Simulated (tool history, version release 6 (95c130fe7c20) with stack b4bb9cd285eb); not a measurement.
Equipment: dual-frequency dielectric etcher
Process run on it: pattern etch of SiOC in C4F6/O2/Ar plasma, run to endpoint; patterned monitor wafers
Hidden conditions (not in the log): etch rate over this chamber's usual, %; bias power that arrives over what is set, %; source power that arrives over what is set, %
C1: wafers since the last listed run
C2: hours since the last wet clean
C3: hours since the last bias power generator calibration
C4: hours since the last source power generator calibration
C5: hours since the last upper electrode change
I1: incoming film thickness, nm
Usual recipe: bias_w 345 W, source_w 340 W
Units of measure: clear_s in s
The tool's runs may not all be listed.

Run 1, hour 0: usual settings; C1 0; C2 254.3; C3 3987.8; C4 2023.8; C5 4170.4; I1 37.72. Result: clear_s 16.6 s.
Run 2, hour 13.5: usual settings; C1 130; C2 267.8; C3 4001.3; C4 2037.3; C5 4183.9; I1 37.98. Result: clear_s 16.8 s.
Run 3, hour 23.8: usual settings; C1 99; C2 278.1; C3 4011.6; C4 2047.6; C5 4194.2; I1 38.06. Result: clear_s 17.1 s.
Run 4, hour 39.9: usual settings but bias_w 311 W; C1 155; C2 294.2; C3 4027.7; C4 2063.7; C5 4210.3; I1 37.93. Result: clear_s 17.7 s.
Run 5, hour 50.2: usual settings but bias_w 311 W; C1 99; C2 304.5; C3 4038; C4 2074; C5 4220.6; I1 37.84. Result: clear_s 17.3 s.
Run 6, hour 60.5: usual settings but bias_w 311 W; C1 99; C2 314.8; C3 4048.3; C4 2084.3; C5 4230.9; I1 37.69. Result: clear_s 17.5 s.
Run 7, hour 78.4: usual settings but source_w 320 W; C1 172; C2 332.7; C3 4066.2; C4 2102.2; C5 4248.8; I1 37.84. Result: clear_s 17.6 s.
Run 8, hour 88: usual settings but source_w 320 W; C1 92; C2 342.3; C3 4075.8; C4 2111.8; C5 4258.4; I1 37.7. Result: clear_s 17.5 s.
Run 9, hour 100.7: usual settings; C1 122; C2 355; C3 4088.5; C4 2124.5; C5 4271.1; I1 37.85. Result: clear_s 16.9 s.
Run 10, hour 133: usual settings but bias_w 314 W, source_w 300 W; C1 311; C2 387.3; C3 4120.8; C4 2156.8; C5 4303.4; I1 37.89. Result: clear_s 18.9 s.
Run 11, hour 139.8: usual settings but bias_w 314 W, source_w 300 W; C1 65; C2 394.1; C3 4127.6; C4 2163.6; C5 4310.2; I1 37.97. Result: clear_s 18.9 s.
Run 12, hour 146: usual settings but source_w 310 W; C1 59; C2 400.3; C3 4133.8; C4 2169.8; C5 4316.4; I1 37.98. Result: clear_s 18 s.
At hour 179.5: wet clean of the chamber.
Run 13, hour 180: usual settings but source_w 310 W; C1 96; C2 0.5; C3 4167.8; C4 2203.8; C5 4350.4; I1 37.85. Result: clear_s 17.1 s.
Run 14, hour 180.3: usual settings but source_w 310 W; C1 2; C2 0.8; C3 4168.1; C4 2204.1; C5 4350.7; I1 38.35. Result: clear_s 17.3 s.
Run 15, hour 186.3: usual settings but bias_w 383 W; C1 57; C2 6.8; C3 4174.1; C4 2210.1; C5 4356.7; I1 37.67. Result: clear_s 15.6 s.
Run 16, hour 194.1: usual settings but bias_w 383 W; C1 75; C2 14.6; C3 4181.9; C4 2217.9; C5 4364.5; I1 37.7. Result: clear_s 15.7 s.
Run 17, hour 200.8: usual settings but bias_w 317 W, source_w 300 W; C1 64; C2 21.3; C3 4188.6; C4 2224.6; C5 4371.2; I1 37.87. Result: clear_s 18 s.
At hour 226.7: upper electrode replaced.
Run 18, hour 227.2: usual settings; C1 23; C2 47.7; C3 4215; C4 2251; C5 0.5; I1 37.82. Result: clear_s 16.5 s.
Run 19, hour 227.5: usual settings but bias_w 317 W, source_w 410 W; C1 2; C2 48; C3 4215.3; C4 2251.3; C5 0.8; I1 38.26. Result: clear_s 15.6 s.
Run 20, hour 242.8: usual settings but bias_w 421 W; C1 147; C2 63.3; C3 4230.6; C4 2266.6; C5 16.1; I1 38.36. Result: clear_s 15.4 s.
Run 21, hour 253.7: usual settings but source_w 290 W; C1 105; C2 74.2; C3 4241.5; C4 2277.5; C5 27; I1 37.87. Result: clear_s 17.7 s.
Run 22, hour 262: usual settings but source_w 280 W; C1 80; C2 82.5; C3 4249.8; C4 2285.8; C5 35.3; I1 37.84. Result: clear_s 18.3 s.
Run 23, hour 277.2: usual settings but bias_w 412 W; C1 146; C2 97.7; C3 4265; C4 2301; C5 50.5; I1 37.69. Result: clear_s 15.3 s.
Run 24, hour 286.1: usual settings but bias_w 302 W, source_w 390 W; C1 85; C2 106.6; C3 4273.9; C4 2309.9; C5 59.4; I1 38.06. Result: clear_s 16.3 s.
At hour 290.5: bias power generator calibrated.
Run 25, hour 302.6: usual settings but bias_w 285 W, source_w 380 W; C1 120; C2 123.1; C3 12.1; C4 2326.4; C5 75.9; I1 37.67. Result: clear_s 16.6 s.
Run 26, hour 313.1: usual settings but bias_w 395 W; C1 101; C2 133.6; C3 22.6; C4 2336.9; C5 86.4; I1 38.06. Result: clear_s 15.9 s.
At hour 318.9: source power generator calibrated.
Run 27, hour 319.8: usual settings but bias_w 398 W; C1 26; C2 140.3; C3 29.3; C4 0.9; C5 93.1; I1 37.89. Result: clear_s 15.8 s.
Run 28, hour 331.1: usual settings but bias_w 311 W, source_w 380 W; C1 109; C2 151.6; C3 40.6; C4 12.2; C5 104.4; I1 38.26. Result: clear_s 16.6 s.
Run 29, hour 375.8: usual settings but bias_w 372 W, source_w 310 W; C1 431; C2 196.3; C3 85.3; C4 56.9; C5 149.1; I1 37.55. Result: clear_s 16.7 s.
Run 30, hour 393: usual settings; C1 166; C2 213.5; C3 102.5; C4 74.1; C5 166.3; I1 37.68. Result: clear_s 16.7 s.
Run 31, hour 401.6: usual settings; C1 83; C2 222.1; C3 111.1; C4 82.7; C5 174.9; I1 37.7. Result: clear_s 16.6 s.
Run 32, hour 419.6: usual settings; C1 173; C2 240.1; C3 129.1; C4 100.7; C5 192.9; I1 37.97. Result: clear_s 16.9 s.
Run 33, hour 435.2: usual settings but bias_w 373 W, source_w 390 W; C1 150; C2 255.7; C3 144.7; C4 116.3; C5 208.5; I1 38.09. Result: clear_s 15.3 s.
Run 34, hour 443.9: usual settings but bias_w 319 W, source_w 320 W; C1 84; C2 264.4; C3 153.4; C4 125; C5 217.2; I1 37.48. Result: clear_s 17.5 s.

5 options for the next run, each taken on its own from the tool as it stands now. Forecast them:
Run A, hour 444.3: usual settings; C1 3; C2 264.8; C3 153.8; C4 125.4; C5 217.6; I1 38.23. Result: clear_s ?.
Run B, hour 444.3: usual settings but bias_w 430 W, source_w 280 W; C1 3; C2 264.8; C3 153.8; C4 125.4; C5 217.6; I1 38.23. Result: clear_s ?.
Run C, hour 444.3: usual settings but bias_w 301 W, source_w 280 W; C1 3; C2 264.8; C3 153.8; C4 125.4; C5 217.6; I1 38.23. Result: clear_s ?.
Run D, hour 444.3: usual settings but source_w 410 W; C1 3; C2 264.8; C3 153.8; C4 125.4; C5 217.6; I1 38.23. Result: clear_s ?.
Run E, hour 444.3: usual settings but source_w 270 W; C1 3; C2 264.8; C3 153.8; C4 125.4; C5 217.6; I1 38.23. Result: clear_s ?.

run  clear_s
  A       17
  B     17.3
  C     19.7
  D     15.5
  E     19.2
The same runs, with their run-to-run variation unchanged, on a tool lacking any hidden condition would have given:
run  clear_s
  A     16.5
  B     16.8
  C     19.1
  D       15
  E     18.6
